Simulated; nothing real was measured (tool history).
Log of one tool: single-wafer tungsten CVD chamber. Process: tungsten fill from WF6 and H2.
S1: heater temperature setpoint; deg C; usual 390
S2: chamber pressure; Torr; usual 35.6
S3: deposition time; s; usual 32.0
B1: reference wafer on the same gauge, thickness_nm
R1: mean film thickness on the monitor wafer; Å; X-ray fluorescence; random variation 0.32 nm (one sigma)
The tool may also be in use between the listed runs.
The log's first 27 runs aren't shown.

run 28 hour=599.1 | S1=401 S2=29.6 S3=32.0 | B1=71.788 | R1=913.21
run 29 hour=630.7 | S1=390 S2=38.3 S3=28.8 | B1=71.622 | R1=774.00
run 30 hour=665.4 | S1=398 S2=39.0 S3=35.6 | B1=71.622 | R1=1140.75
run 31 hour=697.2 | S1=397 S2=31.5 S3=33.6 | B1=71.649 | R1=916.98
run 32 hour=715.5 | S1=390 S2=41.7 S3=32.0 | B1=71.637 | R1=892.92
run 33 hour=744.9 | S1=390 S2=35.6 S3=28.3 | B1=71.784 | R1=725.25
run 34 hour=760.0 | S1=399 S2=35.6 S3=32.0 | B1=71.720 | R1=987.87
run 35 hour=779.3 | S1=390 S2=35.6 S3=32.0 | B1=71.809 | R1=819.35

3 ways to go on from here, each from the tool as it stands after run 35. What would each give?
run A hour=779.7 | S1=390 S2=30.3 S3=32.0 | B1=? | R1=?
run B hour=779.7 | S1=390 S2=35.6 S3=36.9 | B1=? | R1=?
run C hour=779.7 | S1=401 S2=33.3 S3=32.0 | B1=? | R1=?

run=A B1=71.729 R1=728.39
run=B B1=71.729 R1=936.44
run=C B1=71.729 R1=981.03
Without the tool's hidden state the same runs would have given:
run=A R1=725.04
run=B R1=932.20
run=C R1=976.57
